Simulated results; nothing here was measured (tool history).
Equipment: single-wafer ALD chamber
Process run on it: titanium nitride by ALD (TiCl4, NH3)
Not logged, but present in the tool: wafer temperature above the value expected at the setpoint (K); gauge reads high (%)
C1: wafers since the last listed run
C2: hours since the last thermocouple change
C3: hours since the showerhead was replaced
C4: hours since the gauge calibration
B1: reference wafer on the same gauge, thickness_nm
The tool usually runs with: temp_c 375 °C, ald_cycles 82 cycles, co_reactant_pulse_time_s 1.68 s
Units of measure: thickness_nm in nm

Run 1, day 0: usual settings but ald_cycles 72 cycles; C1 0; C2 862.5; C3 2259.3; C4 200; B1 2.081. Result: thickness_nm 1.642 nm.
Run 2, day 1.021: usual settings but ald_cycles 72 cycles; C1 74; C2 887; C3 2283.8; C4 224.5; B1 2.08. Result: thickness_nm 1.641 nm.
Run 3, day 3.288: usual settings but ald_cycles 72 cycles; C1 165; C2 941.4; C3 2338.2; C4 278.9; B1 2.08. Result: thickness_nm 1.645 nm.
Run 4, day 5.075: usual settings but temp_c 367 °C; C1 130; C2 984.3; C3 2381.1; C4 321.8; B1 2.08. Result: thickness_nm 1.851 nm.
Run 5, day 7.562: usual settings but temp_c 367 °C; C1 182; C2 1044; C3 2440.8; C4 381.5; B1 2.08. Result: thickness_nm 1.84 nm.
Run 6, day 9.996: usual settings but ald_cycles 94 cycles, co_reactant_pulse_time_s 1.22 s; C1 178; C2 1102.4; C3 2499.2; C4 439.9; B1 2.081. Result: thickness_nm 2.092 nm.
Run 7, day 12.1: usual settings but ald_cycles 94 cycles, co_reactant_pulse_time_s 1.22 s; C1 154; C2 1152.9; C3 2549.7; C4 490.4; B1 2.079. Result: thickness_nm 2.076 nm.
Run 8, day 13.658: usual settings; C1 114; C2 1190.3; C3 2587.1; C4 527.8; B1 2.081. Result: thickness_nm 1.866 nm.
Run 9, day 15.596: usual settings; C1 141; C2 1236.8; C3 2633.6; C4 574.3; B1 2.082. Result: thickness_nm 1.861 nm.
Run 10, day 17.388: usual settings; C1 131; C2 1279.8; C3 2676.6; C4 617.3; B1 2.081. Result: thickness_nm 1.878 nm.
Run 11, day 19.883: usual settings; C1 182; C2 1339.7; C3 2736.5; C4 677.2; B1 2.08. Result: thickness_nm 1.877 nm.
Run 12, day 22.717: usual settings but temp_c 381 °C, ald_cycles 74 cycles; C1 207; C2 1407.7; C3 2804.5; C4 745.2; B1 2.081. Result: thickness_nm 1.705 nm.
At day 24.608: thermocouple changed; heater temperature recalibrated.
Run 13, day 25.008: usual settings but temp_c 362 °C, ald_cycles 68 cycles, co_reactant_pulse_time_s 1.11 s; C1 143; C2 9.6; C3 2859.5; C4 800.2; B1 2.081. Result: thickness_nm 1.432 nm.
At day 25.85: gauge calibrated.
Run 14, day 27.558: usual settings but temp_c 383 °C; C1 186; C2 70.8; C3 2920.7; C4 41; B1 2.081. Result: thickness_nm 1.888 nm.
Run 15, day 29: usual settings; C1 105; C2 105.4; C3 2955.3; C4 75.6; B1 2.08. Result: thickness_nm 1.872 nm.
Run 16, day 30.358: usual settings but temp_c 364 °C; C1 99; C2 138; C3 2987.9; C4 108.2; B1 2.08. Result: thickness_nm 1.834 nm.
At day 31.279: showerhead replaced.
Run 17, day 32.367: usual settings but temp_c 389 °C, ald_cycles 77 cycles; C1 122; C2 186.2; C3 26.1; C4 156.4; B1 2.081. Result: thickness_nm 1.785 nm.

Run 18 is up next; what results do you expect?
Run 18, day 34.171: usual settings but temp_c 379 °C, ald_cycles 67 cycles; C1 132; C2 229.5; C3 69.4; C4 199.7; B1 ?. Result: thickness_nm ?.

B1: 2.08
thickness_nm: 1.533 nm
Take away the tool's hidden state, keep the run-to-run variation as it was, and the same run would have given thickness_nm 1.533 nm.

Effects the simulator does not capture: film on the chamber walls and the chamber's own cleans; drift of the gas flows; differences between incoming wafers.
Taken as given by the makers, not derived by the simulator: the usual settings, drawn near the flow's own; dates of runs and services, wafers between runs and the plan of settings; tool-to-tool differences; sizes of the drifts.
